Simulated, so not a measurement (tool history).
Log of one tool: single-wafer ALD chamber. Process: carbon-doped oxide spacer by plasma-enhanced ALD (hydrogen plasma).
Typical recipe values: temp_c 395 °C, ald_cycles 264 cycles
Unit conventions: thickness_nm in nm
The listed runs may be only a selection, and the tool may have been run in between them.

run,hour,temp_c,ald_cycles,"read-back reference wafer on the same gauge, thickness_nm",thickness_nm
1,0.0,401,264,12.381,13.358
2,45.7,401,264,12.392,13.446
3,89.5,401,264,12.406,13.491
4,155.6,395,264,12.419,13.550
5,282.2,395,264,12.464,13.558
# hour 303.0: gauge calibrated
6,310.0,395,264,12.327,13.423
7,343.2,395,264,12.330,13.416
8,380.0,395,264,12.335,13.429
9,443.0,395,264,12.356,13.374
10,494.7,386,264,12.366,13.450
11,562.9,395,290,12.397,14.872

Run 12, settings as shown, results not yet in. Your forecast:
12,622.3,390,211,?,?

{"run 12": {"read-back reference wafer on the same gauge, thickness_nm": 12.403, "thickness_nm": 10.797}}
Without the tool's hidden state the same run would have given thickness_nm 10.702 nm.
